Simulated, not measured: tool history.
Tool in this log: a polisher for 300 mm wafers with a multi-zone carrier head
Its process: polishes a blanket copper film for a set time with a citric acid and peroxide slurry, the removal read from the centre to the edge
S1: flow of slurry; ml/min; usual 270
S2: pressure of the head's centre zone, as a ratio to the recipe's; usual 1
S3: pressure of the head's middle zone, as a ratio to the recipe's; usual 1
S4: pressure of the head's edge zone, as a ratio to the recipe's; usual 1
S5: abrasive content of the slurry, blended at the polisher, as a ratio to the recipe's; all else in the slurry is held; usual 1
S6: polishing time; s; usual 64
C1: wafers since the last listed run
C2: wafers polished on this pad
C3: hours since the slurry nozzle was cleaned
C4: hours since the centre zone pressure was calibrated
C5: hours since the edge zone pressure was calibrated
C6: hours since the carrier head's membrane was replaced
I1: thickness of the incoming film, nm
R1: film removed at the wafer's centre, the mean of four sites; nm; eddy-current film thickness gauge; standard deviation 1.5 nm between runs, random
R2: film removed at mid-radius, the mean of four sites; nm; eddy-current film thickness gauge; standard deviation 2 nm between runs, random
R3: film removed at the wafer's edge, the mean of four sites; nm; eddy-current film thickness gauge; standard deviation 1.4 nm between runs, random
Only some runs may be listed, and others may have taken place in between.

{"run": 1, "hour": 0.0, "S1": 270, "S2": 1, "S3": 1, "S4": 1, "S5": 1, "S6": 64, "C1": 0, "C2": 1944, "C3": 137.2, "C4": 146.8, "C5": 958.4, "C6": 142.4, "I1": 1188, "R1": 195.3, "R2": 188.1, "R3": 183.6}
{"run": 2, "hour": 20.6, "S1": 270, "S2": 1, "S3": 1, "S4": 1, "S5": 1.2, "S6": 64, "C1": 222, "C2": 2166, "C3": 157.8, "C4": 167.4, "C5": 979, "C6": 163, "I1": 1174.7, "R1": 200.7, "R2": 197.6, "R3": 192.6}
{"run": 3, "hour": 52.2, "S1": 270, "S2": 1, "S3": 1, "S4": 1, "S5": 1, "S6": 64, "C1": 341, "C2": 2508, "C3": 189.4, "C4": 199, "C5": 1010.6, "C6": 194.6, "I1": 1178.4, "R1": 195, "R2": 190.4, "R3": 184.7}
{"hour": 78.1, "done": "worn pad replaced by a new one"}
{"run": 4, "hour": 78.6, "S1": 270, "S2": 1, "S3": 1, "S4": 0.92, "S5": 1, "S6": 64, "C1": 242, "C2": 5, "C3": 215.8, "C4": 225.4, "C5": 1037, "C6": 221, "I1": 1197.5, "R1": 196.6, "R2": 189.8, "R3": 177.5}
{"run": 5, "hour": 108.0, "S1": 270, "S2": 1, "S3": 1, "S4": 1, "S5": 1, "S6": 64, "C1": 317, "C2": 322, "C3": 245.2, "C4": 254.8, "C5": 1066.4, "C6": 250.4, "I1": 1188.2, "R1": 196.3, "R2": 190.1, "R3": 183.3}
{"run": 6, "hour": 129.7, "S1": 270, "S2": 1, "S3": 1, "S4": 1, "S5": 1, "S6": 64, "C1": 234, "C2": 557, "C3": 266.9, "C4": 276.5, "C5": 1088.1, "C6": 272.1, "I1": 1188.7, "R1": 196.3, "R2": 183.7, "R3": 185.2}
{"run": 7, "hour": 153.0, "S1": 270, "S2": 1, "S3": 1, "S4": 1, "S5": 1, "S6": 57, "C1": 251, "C2": 809, "C3": 290.2, "C4": 299.8, "C5": 1111.4, "C6": 295.4, "I1": 1175.8, "R1": 176.4, "R2": 170.4, "R3": 164.4}
{"run": 8, "hour": 170.6, "S1": 245, "S2": 0.95, "S3": 1, "S4": 1, "S5": 1.25, "S6": 43, "C1": 190, "C2": 999, "C3": 307.8, "C4": 317.4, "C5": 1129, "C6": 313, "I1": 1168.8, "R1": 133.1, "R2": 130.4, "R3": 131.6}
{"run": 9, "hour": 185.7, "S1": 215, "S2": 0.88, "S3": 0.89, "S4": 1, "S5": 1, "S6": 78, "C1": 163, "C2": 1162, "C3": 322.9, "C4": 332.5, "C5": 1144.1, "C6": 328.1, "I1": 1187.3, "R1": 209.2, "R2": 205.6, "R3": 220.5}
{"run": 10, "hour": 213.2, "S1": 270, "S2": 1.04, "S3": 0.97, "S4": 1, "S5": 0.8, "S6": 80, "C1": 297, "C2": 1459, "C3": 350.4, "C4": 360, "C5": 1171.6, "C6": 355.6, "I1": 1190.5, "R1": 244.8, "R2": 215.9, "R3": 215.7}
{"run": 11, "hour": 234.4, "S1": 215, "S2": 1, "S3": 0.88, "S4": 1, "S5": 1.25, "S6": 64, "C1": 229, "C2": 1688, "C3": 371.6, "C4": 381.2, "C5": 1192.8, "C6": 376.8, "I1": 1177.6, "R1": 207.4, "R2": 174.3, "R3": 191}
{"hour": 253.5, "done": "edge zone pressure recalibrated"}
{"run": 12, "hour": 268.6, "S1": 270, "S2": 0.97, "S3": 1.08, "S4": 1, "S5": 1, "S6": 64, "C1": 347, "C2": 2036, "C3": 405.8, "C4": 415.4, "C5": 15.1, "C6": 411, "I1": 1170.2, "R1": 194.2, "R2": 200, "R3": 182.7}
{"run": 13, "hour": 288.3, "S1": 270, "S2": 1.07, "S3": 1, "S4": 0.91, "S5": 1, "S6": 64, "C1": 212, "C2": 2249, "C3": 425.5, "C4": 435.1, "C5": 34.8, "C6": 430.7, "I1": 1180, "R1": 216.4, "R2": 185.5, "R3": 174.2}
{"hour": 299.6, "done": "worn pad replaced by a new one"}
{"run": 14, "hour": 316.5, "S1": 270, "S2": 1, "S3": 1, "S4": 1, "S5": 1, "S6": 64, "C1": 261, "C2": 182, "C3": 453.7, "C4": 463.3, "C5": 63, "C6": 458.9, "I1": 1180.2, "R1": 201.4, "R2": 185.4, "R3": 184.3}
{"run": 15, "hour": 345.5, "S1": 270, "S2": 1, "S3": 1, "S4": 1, "S5": 1, "S6": 64, "C1": 313, "C2": 496, "C3": 482.7, "C4": 492.3, "C5": 92, "C6": 487.9, "I1": 1201.9, "R1": 201.3, "R2": 187.7, "R3": 180.5}
{"run": 16, "hour": 373.4, "S1": 270, "S2": 1.09, "S3": 1, "S4": 1, "S5": 1, "S6": 64, "C1": 301, "C2": 797, "C3": 510.6, "C4": 520.2, "C5": 119.9, "C6": 515.8, "I1": 1189.5, "R1": 220.7, "R2": 185.7, "R3": 185.9}
{"run": 17, "hour": 458.0, "S1": 270, "S2": 1, "S3": 1.11, "S4": 1, "S5": 1, "S6": 64, "C1": 914, "C2": 1711, "C3": 595.2, "C4": 604.8, "C5": 204.5, "C6": 600.4, "I1": 1176.5, "R1": 203.8, "R2": 207.9, "R3": 184.9}
{"run": 18, "hour": 486.4, "S1": 270, "S2": 1.07, "S3": 1, "S4": 1.12, "S5": 1.15, "S6": 56, "C1": 306, "C2": 2018, "C3": 623.6, "C4": 633.2, "C5": 232.9, "C6": 628.8, "I1": 1164.6, "R1": 198.6, "R2": 167.7, "R3": 176.6}
{"hour": 510.7, "done": "worn pad replaced by a new one"}
{"run": 19, "hour": 519.0, "S1": 270, "S2": 1, "S3": 1, "S4": 1.11, "S5": 1, "S6": 64, "C1": 309, "C2": 89, "C3": 656.2, "C4": 665.8, "C5": 265.5, "C6": 661.4, "I1": 1156.6, "R1": 203.5, "R2": 188.5, "R3": 194.6}
{"run": 20, "hour": 532.8, "S1": 270, "S2": 1, "S3": 1, "S4": 1, "S5": 1, "S6": 64, "C1": 149, "C2": 238, "C3": 670, "C4": 679.6, "C5": 279.3, "C6": 675.2, "I1": 1193.8, "R1": 205.4, "R2": 186.7, "R3": 182.7}
{"run": 21, "hour": 548.8, "S1": 270, "S2": 1, "S3": 1, "S4": 1.05, "S5": 0.7, "S6": 64, "C1": 172, "C2": 411, "C3": 686, "C4": 695.6, "C5": 295.3, "C6": 691.2, "I1": 1177.4, "R1": 184.8, "R2": 169.7, "R3": 172.6}
{"run": 22, "hour": 566.6, "S1": 270, "S2": 1, "S3": 1, "S4": 1, "S5": 1, "S6": 64, "C1": 192, "C2": 604, "C3": 703.8, "C4": 713.4, "C5": 313.1, "C6": 709, "I1": 1188.2, "R1": 203.8, "R2": 188.4, "R3": 183.2}
{"run": 23, "hour": 584.4, "S1": 270, "S2": 1, "S3": 1, "S4": 1, "S5": 0.75, "S6": 64, "C1": 192, "C2": 796, "C3": 721.6, "C4": 731.2, "C5": 330.9, "C6": 726.8, "I1": 1159.8, "R1": 189, "R2": 172.9, "R3": 170.5}

Below are 3 alternative next runs, each starting from the tool's condition after run 23. Predict each:
{"run": "A", "hour": 584.8, "S1": 270, "S2": 1, "S3": 1, "S4": 1, "S5": 1, "S6": 76, "C1": 4, "C2": 800, "C3": 722, "C4": 731.6, "C5": 331.3, "C6": 727.2, "I1": 1195.7, "R1": "?", "R2": "?", "R3": "?"}
{"run": "B", "hour": 584.8, "S1": 270, "S2": 1, "S3": 1.1, "S4": 1, "S5": 1, "S6": 64, "C1": 4, "C2": 800, "C3": 722, "C4": 731.6, "C5": 331.3, "C6": 727.2, "I1": 1195.7, "R1": "?", "R2": "?", "R3": "?"}
{"run": "C", "hour": 584.8, "S1": 340, "S2": 0.94, "S3": 1, "S4": 1.07, "S5": 1, "S6": 64, "C1": 4, "C2": 800, "C3": 722, "C4": 731.6, "C5": 331.3, "C6": 727.2, "I1": 1195.7, "R1": "?", "R2": "?", "R3": "?"}

run=A R1=239.1 R2=219.5 R3=218.3
run=B R1=201.5 R2=200.5 R3=183.6
run=C R1=192.5 R2=187.7 R3=192.2
Without the tool's hidden state the same runs would have given:
run=A R1=218.1 R2=219.6 R3=218.3
run=B R1=183.8 R2=200.6 R3=183.6
run=C R1=175.5 R2=187.8 R3=192.2

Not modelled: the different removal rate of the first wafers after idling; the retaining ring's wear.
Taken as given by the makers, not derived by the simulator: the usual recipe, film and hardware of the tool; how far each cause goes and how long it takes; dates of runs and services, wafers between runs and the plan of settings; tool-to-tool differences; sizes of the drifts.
